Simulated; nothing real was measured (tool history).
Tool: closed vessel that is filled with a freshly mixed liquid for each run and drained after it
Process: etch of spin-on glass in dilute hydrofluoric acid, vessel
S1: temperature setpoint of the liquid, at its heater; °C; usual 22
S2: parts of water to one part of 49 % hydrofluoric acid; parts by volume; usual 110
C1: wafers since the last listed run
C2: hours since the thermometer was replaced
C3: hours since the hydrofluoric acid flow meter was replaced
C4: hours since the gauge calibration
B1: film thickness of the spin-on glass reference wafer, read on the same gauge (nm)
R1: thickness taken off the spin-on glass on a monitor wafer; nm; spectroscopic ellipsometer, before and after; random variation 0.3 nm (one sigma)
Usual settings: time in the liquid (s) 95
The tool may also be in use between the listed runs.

{"run": 1, "hour": 0.0, "S1": 22, "S2": 110, "time in the liquid (s)": 115, "C1": 0, "C2": 1045.6, "C3": 862.7, "C4": 468.5, "B1": 100.03, "R1": 42.89}
{"run": 2, "hour": 99.6, "S1": 22, "S2": 110, "time in the liquid (s)": 115, "C1": 12558, "C2": 1145.2, "C3": 962.3, "C4": 568.1, "B1": 99.98, "R1": 42.86}
{"run": 3, "hour": 171.0, "S1": 22, "S2": 110, "time in the liquid (s)": 95, "C1": 9003, "C2": 1216.6, "C3": 1033.7, "C4": 639.5, "B1": 100.01, "R1": 34.6}
{"run": 4, "hour": 259.6, "S1": 22, "S2": 110, "time in the liquid (s)": 95, "C1": 11171, "C2": 1305.2, "C3": 1122.3, "C4": 728.1, "B1": 100.04, "R1": 35.33}
{"run": 5, "hour": 338.6, "S1": 22, "S2": 110, "time in the liquid (s)": 95, "C1": 9961, "C2": 1384.2, "C3": 1201.3, "C4": 807.1, "B1": 99.96, "R1": 35.08}
{"run": 6, "hour": 390.3, "S1": 22, "S2": 110, "time in the liquid (s)": 95, "C1": 6518, "C2": 1435.9, "C3": 1253, "C4": 858.8, "B1": 99.97, "R1": 34.4}
{"run": 7, "hour": 490.2, "S1": 22, "S2": 110, "time in the liquid (s)": 95, "C1": 12596, "C2": 1535.8, "C3": 1352.9, "C4": 958.7, "B1": 99.98, "R1": 35.49}
{"hour": 564.2, "done": "gauge calibrated"}
{"run": 8, "hour": 569.8, "S1": 22, "S2": 110, "time in the liquid (s)": 95, "C1": 10036, "C2": 1615.4, "C3": 1432.5, "C4": 5.6, "B1": 100, "R1": 35.05}
{"run": 9, "hour": 606.0, "S1": 22, "S2": 110, "time in the liquid (s)": 95, "C1": 4564, "C2": 1651.6, "C3": 1468.7, "C4": 41.8, "B1": 99.99, "R1": 34.83}
{"run": 10, "hour": 713.5, "S1": 22, "S2": 110, "time in the liquid (s)": 95, "C1": 13554, "C2": 1759.1, "C3": 1576.2, "C4": 149.3, "B1": 100, "R1": 34.7}
{"run": 11, "hour": 799.9, "S1": 22, "S2": 110, "time in the liquid (s)": 95, "C1": 10894, "C2": 1845.5, "C3": 1662.6, "C4": 235.7, "B1": 100.05, "R1": 34.37}
{"run": 12, "hour": 846.9, "S1": 22, "S2": 110, "time in the liquid (s)": 95, "C1": 5926, "C2": 1892.5, "C3": 1709.6, "C4": 282.7, "B1": 99.99, "R1": 34.33}
{"run": 13, "hour": 905.0, "S1": 22, "S2": 110, "time in the liquid (s)": 95, "C1": 7325, "C2": 1950.6, "C3": 1767.7, "C4": 340.8, "B1": 99.98, "R1": 34.49}
{"run": 14, "hour": 993.4, "S1": 23.5, "S2": 110, "time in the liquid (s)": 60, "C1": 11146, "C2": 2039, "C3": 1856.1, "C4": 429.2, "B1": 99.99, "R1": 23.08}
{"hour": 1001.2, "done": "hydrofluoric acid flow meter replaced"}
{"run": 15, "hour": 1054.6, "S1": 26.5, "S2": 95, "time in the liquid (s)": 95, "C1": 7590, "C2": 2100.2, "C3": 53.4, "C4": 490.4, "B1": 99.96, "R1": 51.44}
{"hour": 1083.5, "done": "thermometer replaced"}
{"run": 16, "hour": 1114.3, "S1": 22, "S2": 110, "time in the liquid (s)": 145, "C1": 7401, "C2": 30.8, "C3": 113.1, "C4": 550.1, "B1": 100, "R1": 55.41}
{"run": 17, "hour": 1190.5, "S1": 22, "S2": 135, "time in the liquid (s)": 75, "C1": 9608, "C2": 107, "C3": 189.3, "C4": 626.3, "B1": 100, "R1": 22.54}
{"run": 18, "hour": 1271.9, "S1": 22, "S2": 110, "time in the liquid (s)": 145, "C1": 10263, "C2": 188.4, "C3": 270.7, "C4": 707.7, "B1": 99.98, "R1": 55.24}
{"run": 19, "hour": 1311.0, "S1": 22, "S2": 110, "time in the liquid (s)": 95, "C1": 4930, "C2": 227.5, "C3": 309.8, "C4": 746.8, "B1": 99.98, "R1": 36.63}
{"run": 20, "hour": 1414.6, "S1": 22, "S2": 110, "time in the liquid (s)": 95, "C1": 13063, "C2": 331.1, "C3": 413.4, "C4": 850.4, "B1": 100.01, "R1": 36.44}
{"run": 21, "hour": 1474.1, "S1": 17, "S2": 110, "time in the liquid (s)": 80, "C1": 7502, "C2": 390.6, "C3": 472.9, "C4": 909.9, "B1": 100.06, "R1": 24.91}
{"hour": 1505.8, "done": "gauge calibrated"}
{"run": 22, "hour": 1636.0, "S1": 24, "S2": 110, "time in the liquid (s)": 50, "C1": 20414, "C2": 552.5, "C3": 634.8, "C4": 130.2, "B1": 99.99, "R1": 20.6}
{"run": 23, "hour": 1705.2, "S1": 22, "S2": 135, "time in the liquid (s)": 75, "C1": 8725, "C2": 621.7, "C3": 704, "C4": 199.4, "B1": 99.99, "R1": 22.45}
{"run": 24, "hour": 1758.3, "S1": 22, "S2": 95, "time in the liquid (s)": 45, "C1": 6695, "C2": 674.8, "C3": 757.1, "C4": 252.5, "B1": 100.01, "R1": 19.92}
{"run": 25, "hour": 1806.2, "S1": 18, "S2": 110, "time in the liquid (s)": 120, "C1": 6039, "C2": 722.7, "C3": 805, "C4": 300.4, "B1": 100.02, "R1": 38.54}
{"run": 26, "hour": 1882.0, "S1": 20.5, "S2": 110, "time in the liquid (s)": 135, "C1": 9557, "C2": 798.5, "C3": 880.8, "C4": 376.2, "B1": 100, "R1": 47.02}
{"run": 27, "hour": 1958.1, "S1": 22, "S2": 110, "time in the liquid (s)": 50, "C1": 9595, "C2": 874.6, "C3": 956.9, "C4": 452.3, "B1": 99.97, "R1": 18.87}

Forecast each of these 5 alternatives for the next run:
{"run": "A", "hour": 1958.8, "S1": 22, "S2": 110, "time in the liquid (s)": 40, "C1": 88, "C2": 875.3, "C3": 957.6, "C4": 453, "B1": "?", "R1": "?"}
{"run": "B", "hour": 1958.8, "S1": 25.5, "S2": 160, "time in the liquid (s)": 45, "C1": 88, "C2": 875.3, "C3": 957.6, "C4": 453, "B1": "?", "R1": "?"}
{"run": "C", "hour": 1958.8, "S1": 18.5, "S2": 110, "time in the liquid (s)": 50, "C1": 88, "C2": 875.3, "C3": 957.6, "C4": 453, "B1": "?", "R1": "?"}
{"run": "D", "hour": 1958.8, "S1": 22, "S2": 110, "time in the liquid (s)": 60, "C1": 88, "C2": 875.3, "C3": 957.6, "C4": 453, "B1": "?", "R1": "?"}
{"run": "E", "hour": 1958.8, "S1": 26, "S2": 110, "time in the liquid (s)": 95, "C1": 88, "C2": 875.3, "C3": 957.6, "C4": 453, "B1": "?", "R1": "?"}

run=A B1=100.02 R1=14.88
run=B B1=100.02 R1=12.42
run=C B1=100.02 R1=16.14
run=D B1=100.02 R1=22.32
run=E B1=100.02 R1=41.35
Without the tool's hidden state the same runs would have given:
run=A R1=15.37
run=B R1=12.84
run=C R1=16.66
run=D R1=23.05
run=E R1=42.71

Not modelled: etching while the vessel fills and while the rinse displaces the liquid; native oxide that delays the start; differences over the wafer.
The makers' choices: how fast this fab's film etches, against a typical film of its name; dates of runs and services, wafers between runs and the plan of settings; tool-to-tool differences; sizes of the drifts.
